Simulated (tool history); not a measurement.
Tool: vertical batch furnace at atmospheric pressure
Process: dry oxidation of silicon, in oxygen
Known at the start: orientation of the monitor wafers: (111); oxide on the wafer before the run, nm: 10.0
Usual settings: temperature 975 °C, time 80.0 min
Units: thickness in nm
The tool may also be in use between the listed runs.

run   hour  temperature   time  wafers since the last listed run  hours since the last temperature calibration  hours since the boat lift was adjusted  hours since the gauge calibration  read-back reference wafer on the same gauge, thickness  thickness
  1    0.0          975   80.0                                 0                                        2096.6                                  5958.0                              145.9                                                   79.29      75.84
  2   17.1          975   80.0                               138                                        2113.7                                  5975.1                              163.0                                                   79.35      75.92
  3   36.4          975   80.0                               156                                        2133.0                                  5994.4                              182.3                                                   79.33      76.07
  4   50.7          985   80.0                               115                                        2147.3                                  6008.7                              196.6                                                   79.35      81.31
  5   69.5          966   93.5                               152                                        2166.1                                  6027.5                              215.4                                                   79.26      78.71
  6   91.6          955   80.0                               178                                        2188.2                                  6049.6                              237.5                                                   79.29      65.71
  7  103.1          955   80.0                                93                                        2199.7                                  6061.1                              249.0                                                   79.35      65.74
  8  118.5          975   80.0                               124                                        2215.1                                  6076.5                              264.4                                                   79.28      76.08
  9  139.0          975   80.0                               165                                        2235.6                                  6097.0                              284.9                                                   79.28      76.12
     145.1  -- gauge calibrated
 10  162.1          952   98.5                               186                                        2258.7                                  6120.1                               17.0                                                   79.28      73.59
     214.0  -- boat lift adjusted
 11  226.5          960  116.0                               326                                        2323.1                                    12.5                               81.4                                                   79.29      86.41
 12  249.6          966   47.0                               186                                        2346.2                                    35.6                              104.5                                                   79.27      51.16
     287.0  -- thermocouples replaced and temperature profile calibrated
 13  287.5          984   63.5                               112                                           0.5                                    73.5                              142.4                                                   79.28      67.43
 14  292.9          975  108.5                                43                                           5.9                                    78.9                              147.8                                                   79.29      88.91
 15  347.0          998   61.5                               437                                          60.0                                   133.0                              201.9                                                   79.34      72.85
 16  376.4          975   80.0                               237                                          89.4                                   162.4                              231.3                                                   79.28      73.32

5 ways to go on from here, each from the tool as it stands after run 16. What would each give?
  A  382.0          986   80.0                                45                                          95.0                                   168.0                              236.9                                                       ?          ?
  B  382.0          989  112.5                                45                                          95.0                                   168.0                              236.9                                                       ?          ?
  C  382.0          960   45.0                                45                                          95.0                                   168.0                              236.9                                                       ?          ?
  D  382.0          984  104.0                                45                                          95.0                                   168.0                              236.9                                                       ?          ?
  E  382.0          975   61.0                                45                                          95.0                                   168.0                              236.9                                                       ?          ?

run  read-back reference wafer on the same gauge, thickness  thickness
  A                                                   79.32      79.35
  B                                                   79.32     100.34
  C                                                   79.32      46.04
  D                                                   79.32      92.36
  E                                                   79.32      61.94
Without the tool's hidden state the same runs would have given:
run  thickness
  A      78.90
  B      99.79
  C      45.77
  D      91.85
  E      61.57
